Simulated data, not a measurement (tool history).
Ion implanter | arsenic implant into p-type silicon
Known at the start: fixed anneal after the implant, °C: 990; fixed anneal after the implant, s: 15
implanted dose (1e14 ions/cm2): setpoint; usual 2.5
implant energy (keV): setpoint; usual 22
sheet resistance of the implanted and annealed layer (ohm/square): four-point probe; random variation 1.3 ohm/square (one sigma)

| run | day | implanted dose (1e14 ions/cm2) | implant energy (keV) | read-back reference wafer on the same gauge, sheet resistance | sheet resistance of the implanted and annealed layer (ohm/square) |
|---|---|---|---|---|---|
| 1 | 0 | 2.5 | 22 | 334.83 | 342.03 |
| 2 | 1.238 | 2.5 | 22 | 334.79 | 339.67 |
| 3 | 2.133 | 2.5 | 22 | 335.18 | 343.57 |
| 4 | 2.854 | 2.5 | 25.5 | 334.88 | 334.14 |
| 5 | 4.271 | 1.99 | 22 | 334.99 | 409.23 |
| 6 | 5.496 | 1.99 | 22 | 334.99 | 406.8 |
| 7 | 9.675 | 1.99 | 22 | 335.12 | 404.35 |
| 8 | 10.367 | 3.08 | 22 | 334.96 | 292.84 |
|  | 11.867 | extraction supply calibrated |
| 9 | 11.888 | 3.08 | 22 | 334.77 | 292.96 |
| 10 | 12.183 | 2.5 | 22 | 334.65 | 341.41 |
| 11 | 13.6 | 2.5 | 22 | 335.03 | 343.01 |
| 12 | 14.829 | 2.5 | 22 | 334.98 | 344.98 |
| 13 | 16.267 | 2.5 | 24.5 | 334.92 | 338.52 |
|  | 17.129 | Faraday cup replaced and dose calibrated |
| 14 | 17.15 | 2.11 | 22 | 334.96 | 371.95 |
|  | 17.888 | gauge calibrated |
| 15 | 17.921 | 1.87 | 17 | 334.99 | 420.61 |
| 16 | 19.379 | 2.21 | 19 | 334.91 | 368.41 |
| 17 | 20.383 | 3.23 | 18.5 | 335.07 | 278.95 |
| 18 | 21.746 | 2.74 | 19.5 | 334.9 | 315.34 |
| 19 | 22.262 | 3.01 | 24 | 335.08 | 282.55 |
| 20 | 23.654 | 1.78 | 22 | 335.22 | 425.69 |
| 21 | 24.421 | 2.5 | 22 | 334.94 | 330.57 |
| 22 | 25.812 | 2.69 | 15.5 | 335.15 | 326.73 |
| 23 | 27.154 | 2.73 | 29 | 335.28 | 299.26 |
| 24 | 28.038 | 2.5 | 22 | 334.83 | 331.89 |
| 25 | 29.212 | 2.5 | 20 | 335.08 | 340.68 |
| 26 | 29.988 | 2.98 | 25.5 | 335.06 | 285.53 |

The tool's hidden state at each run:
deviation of the true energy from its setpoint, %: 0 in every run
gauge reads high (%): 0 in every run
H1: deviation of the true dose from the Faraday cup's reading, %
| run | H1 |
|---|---|
| 1 | -5.18 |
| 2 | -5.22 |
| 3 | -5.24 |
| 4 | -5.26 |
| 5 | -5.3 |
| 6 | -5.32 |
| 7 | -5.4 |
| 8 | -5.41 |
| 9 | -5.44 |
| 10 | -5.44 |
| 11 | -5.46 |
| 12 | -5.48 |
| 13 | -5.49 |
| 14 | 0.646 |
| 15 | 0.402 |
| 16 | -0.0302 |
| 17 | -0.306 |
| 18 | -0.653 |
| 19 | -0.777 |
| 20 | -1.09 |
| 21 | -1.26 |
| 22 | -1.53 |
| 23 | -1.78 |
| 24 | -1.93 |
| 25 | -2.12 |
| 26 | -2.23 |
